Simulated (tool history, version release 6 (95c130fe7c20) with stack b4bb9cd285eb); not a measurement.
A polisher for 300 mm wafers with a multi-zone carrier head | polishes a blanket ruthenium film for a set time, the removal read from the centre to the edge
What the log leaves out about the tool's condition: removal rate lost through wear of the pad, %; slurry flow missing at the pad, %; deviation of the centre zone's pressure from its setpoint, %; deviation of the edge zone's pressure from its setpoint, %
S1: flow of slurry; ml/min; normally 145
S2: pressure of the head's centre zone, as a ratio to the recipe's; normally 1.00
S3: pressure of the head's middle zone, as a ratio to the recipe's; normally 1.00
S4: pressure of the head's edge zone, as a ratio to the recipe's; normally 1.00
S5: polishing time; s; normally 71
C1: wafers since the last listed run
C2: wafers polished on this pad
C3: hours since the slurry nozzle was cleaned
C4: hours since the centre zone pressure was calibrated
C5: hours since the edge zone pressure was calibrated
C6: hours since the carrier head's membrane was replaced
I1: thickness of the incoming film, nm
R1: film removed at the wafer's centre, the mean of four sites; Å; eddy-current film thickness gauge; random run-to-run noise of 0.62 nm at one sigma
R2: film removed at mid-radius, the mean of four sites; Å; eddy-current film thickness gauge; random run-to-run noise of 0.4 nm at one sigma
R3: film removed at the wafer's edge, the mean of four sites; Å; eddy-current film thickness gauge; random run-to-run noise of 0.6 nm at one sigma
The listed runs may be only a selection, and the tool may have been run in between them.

Run 1, hour 0.0: usual settings; C1 0; C2 287; C3 399.6; C4 778.4; C5 1033.6; C6 1364.9; I1 418.0. Result: R1 413 Å, R2 423 Å, R3 447 Å.
Run 2, hour 9.1: usual settings; C1 142; C2 429; C3 408.7; C4 787.5; C5 1042.7; C6 1374.0; I1 412.5. Result: R1 420 Å, R2 426 Å, R3 436 Å.
Run 3, hour 25.5: usual settings; C1 257; C2 687; C3 425.1; C4 803.9; C5 1059.1; C6 1390.4; I1 417.2. Result: R1 419 Å, R2 417 Å, R3 449 Å.
At hour 29.8: slurry nozzle cleaned.
Run 4, hour 33.9: usual settings but S4 0.97, S5 85 s; C1 116; C2 803; C3 4.1; C4 812.3; C5 1067.5; C6 1398.8; I1 425.5. Result: R1 582 Å, R2 578 Å, R3 579 Å.
Run 5, hour 40.6: usual settings but S4 0.97, S5 85 s; C1 105; C2 908; C3 10.8; C4 819.0; C5 1074.2; C6 1405.5; I1 427.6. Result: R1 570 Å, R2 578 Å, R3 579 Å.
At hour 49.2: worn pad replaced by a new one.
At hour 72.2: centre zone pressure recalibrated.
Run 6, hour 76.1: usual settings but S4 0.97, S5 85 s; C1 463; C2 390; C3 46.3; C4 3.9; C5 1109.7; C6 1441.0; I1 422.5. Result: R1 575 Å, R2 571 Å, R3 573 Å.
Run 7, hour 83.9: usual settings but S5 56 s; C1 122; C2 513; C3 54.1; C4 11.7; C5 1117.5; C6 1448.8; I1 421.0. Result: R1 377 Å, R2 379 Å, R3 388 Å.
Run 8, hour 94.5: usual settings but S1 120 ml/min, S2 1.03, S3 1.09, S4 0.88; C1 166; C2 679; C3 64.7; C4 22.3; C5 1128.1; C6 1459.4; I1 420.8. Result: R1 463 Å, R2 484 Å, R3 445 Å.
Run 9, hour 101.8: usual settings but S5 86 s; C1 114; C2 794; C3 72.0; C4 29.6; C5 1135.4; C6 1466.7; I1 423.2. Result: R1 570 Å, R2 574 Å, R3 592 Å.
Run 10, hour 109.7: usual settings; C1 124; C2 918; C3 79.9; C4 37.5; C5 1143.3; C6 1474.6; I1 420.0. Result: R1 484 Å, R2 477 Å, R3 489 Å.
Run 11, hour 120.1: usual settings; C1 163; C2 1081; C3 90.3; C4 47.9; C5 1153.7; C6 1485.0; I1 420.0. Result: R1 471 Å, R2 473 Å, R3 487 Å.
At hour 125.1: worn pad replaced by a new one.
At hour 140.9: carrier head's membrane replaced by a new one.
Run 12, hour 151.4: usual settings but S1 165 ml/min; C1 350; C2 333; C3 121.6; C4 79.2; C5 1185.0; C6 10.5; I1 422.0. Result: R1 493 Å, R2 492 Å, R3 484 Å.
Run 13, hour 165.2: usual settings; C1 216; C2 550; C3 135.4; C4 93.0; C5 1198.8; C6 24.3; I1 421.1. Result: R1 460 Å, R2 469 Å, R3 472 Å.
At hour 169.4: edge zone pressure recalibrated.
Run 14, hour 179.5: usual settings but S3 0.93, S4 1.08; C1 193; C2 743; C3 149.7; C4 107.3; C5 10.1; C6 38.6; I1 414.0. Result: R1 457 Å, R2 442 Å, R3 506 Å.
Run 15, hour 188.1: usual settings; C1 135; C2 878; C3 158.3; C4 115.9; C5 18.7; C6 47.2; I1 423.3. Result: R1 469 Å, R2 465 Å, R3 491 Å.
Run 16, hour 194.6: usual settings but S1 125 ml/min, S3 0.89; C1 102; C2 980; C3 164.8; C4 122.4; C5 25.2; C6 53.7; I1 416.4. Result: R1 455 Å, R2 404 Å, R3 476 Å.
At hour 210.1: worn pad replaced by a new one.
Run 17, hour 210.6: usual settings; C1 188; C2 8; C3 180.8; C4 138.4; C5 41.2; C6 69.7; I1 425.3. Result: R1 465 Å, R2 464 Å, R3 476 Å.
Run 18, hour 222.6: usual settings but S2 0.89; C1 188; C2 197; C3 192.8; C4 150.4; C5 53.2; C6 81.7; I1 423.3. Result: R1 435 Å, R2 460 Å, R3 480 Å.
Run 19, hour 238.5: usual settings but S4 1.08, S5 48 s; C1 249; C2 446; C3 208.7; C4 166.3; C5 69.1; C6 97.6; I1 417.4. Result: R1 309 Å, R2 307 Å, R3 335 Å.
Run 20, hour 246.8: usual settings but S4 0.90; C1 130; C2 576; C3 217.0; C4 174.6; C5 77.4; C6 105.9; I1 421.5. Result: R1 463 Å, R2 461 Å, R3 459 Å.
Run 21, hour 261.2: usual settings; C1 226; C2 803; C3 231.4; C4 189.0; C5 91.8; C6 120.3; I1 419.7. Result: R1 451 Å, R2 453 Å, R3 474 Å.

Run 22 is up next; what results do you expect?
Run 22, hour 270.4: usual settings; C1 144; C2 947; C3 240.6; C4 198.2; C5 101.0; C6 129.5; I1 420.4. Result: R1 ?, R2 ?, R3 ?.

R1: 445 Å
R2: 452 Å
R3: 470 Å
Without the tool's hidden state the same run would have given R1 473 Å, R2 477 Å, R3 489 Å.
